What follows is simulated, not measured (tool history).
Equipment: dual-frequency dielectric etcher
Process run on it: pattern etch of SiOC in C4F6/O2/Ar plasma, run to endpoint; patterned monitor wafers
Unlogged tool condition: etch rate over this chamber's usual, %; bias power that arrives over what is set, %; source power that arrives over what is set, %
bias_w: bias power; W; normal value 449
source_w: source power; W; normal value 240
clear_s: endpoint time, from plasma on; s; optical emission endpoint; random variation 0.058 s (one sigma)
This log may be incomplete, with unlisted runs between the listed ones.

run	hour	bias_w	source_w	wafers since the last listed run	hours since the last wet clean	hours since the last bias power generator calibration	hours since the last source power generator calibration	hours since the last upper electrode change	incoming incoming film thickness, nm	clear_s
1	0	449	240	0	436.9	1683.1	293	3256	35.26	13.8
2	82.7	449	240	981	519.6	1765.8	375.7	3338.7	34.85	13.7
# hour 153.6: wet clean of the chamber
3	154.9	483	260	572	1.3	1838	447.9	3410.9	35.21	13
4	231.2	483	260	905	77.6	1914.3	524.2	3487.2	35.53	13
5	320.1	483	260	1055	166.5	2003.2	613.1	3576.1	34.71	12.7
6	357.3	449	240	441	203.7	2040.4	650.3	3613.3	34.98	13.7
7	413.5	503	240	667	259.9	2096.6	706.5	3669.5	35.2	13.4
8	483.4	449	240	829	329.8	2166.5	776.4	3739.4	35.36	13.9
9	526.3	375	240	509	372.7	2209.4	819.3	3782.3	35.05	14.4
10	573.7	375	240	562	420.1	2256.8	866.7	3829.7	35.25	14.4
11	644.5	375	240	840	490.9	2327.6	937.5	3900.5	35.3	14.6
12	692.6	529	280	570	539	2375.7	985.6	3948.6	35.24	12.1
# hour 778.1: bias power generator calibrated
13	778.6	529	280	973	625	0.5	1071.6	4034.6	35.26	12.1
# hour 818.7: wet clean of the chamber
14	819.2	449	240	197	0.5	41.1	1112.2	4075.2	35.12	13.8
15	857.4	520	300	453	38.7	79.3	1150.4	4113.4	35.42	11.8
16	903.6	416	240	548	84.9	125.5	1196.6	4159.6	35.19	14
17	988.3	374	220	1005	169.6	210.2	1281.3	4244.3	35.26	15.2
18	1169.1	449	240	2145	350.4	391	1462.1	4425.1	35.05	13.7
19	1245.1	449	240	901	426.4	467	1538.1	4501.1	35.24	13.8
20	1338.2	449	240	1104	519.5	560.1	1631.2	4594.2	35.27	13.8
21	1383.8	386	190	541	565.1	605.7	1676.8	4639.8	35.12	16.3
# hour 1467.6: wet clean of the chamber
22	1487.7	551	220	948	20.1	709.6	1780.7	4743.7	35.24	13.5
23	1592.1	341	280	1239	124.5	814	1885.1	4848.1	34.87	13.6
# hour 1628.1: upper electrode replaced
24	1693.2	449	270	915	225.6	915.1	1986.2	65.1	35.59	13.2
25	1739.7	449	290	551	272.1	961.6	2032.7	111.6	35.04	12.4
# hour 1824.7: source power generator calibrated
26	1831	543	270	1036	363.4	1052.9	6.3	202.9	34.92	12.1
27	1913.8	449	240	982	446.2	1135.7	89.1	285.7	35.68	14
28	1985.5	521	220	850	517.9	1207.4	160.8	357.4	35.17	13.7
# hour 2041.1: wet clean of the chamber
29	2080.1	528	240	837	39	1302	255.4	452	35.19	13.1
30	2138.6	411	290	694	97.5	1360.5	313.9	510.5	34.98	12.8
31	2202.5	404	240	758	161.4	1424.4	377.8	574.4	35.06	14.1
32	2255.1	357	200	624	214	1477	430.4	627	35.32	16.3
33	2543.3	509	280	3420	502.2	1765.2	718.6	915.2	35.34	12.3
34	2636.6	449	240	1107	595.5	1858.5	811.9	1008.5	35.23	13.7
35	2708.1	449	240	848	667	1930	883.4	1080	34.84	13.6

Hidden state, per run?
etch rate over this chamber's usual, %: 0, the same for each run
bias power that arrives over what is set, %: 0, the same for each run
source power that arrives over what is set, %: 0, the same for each run
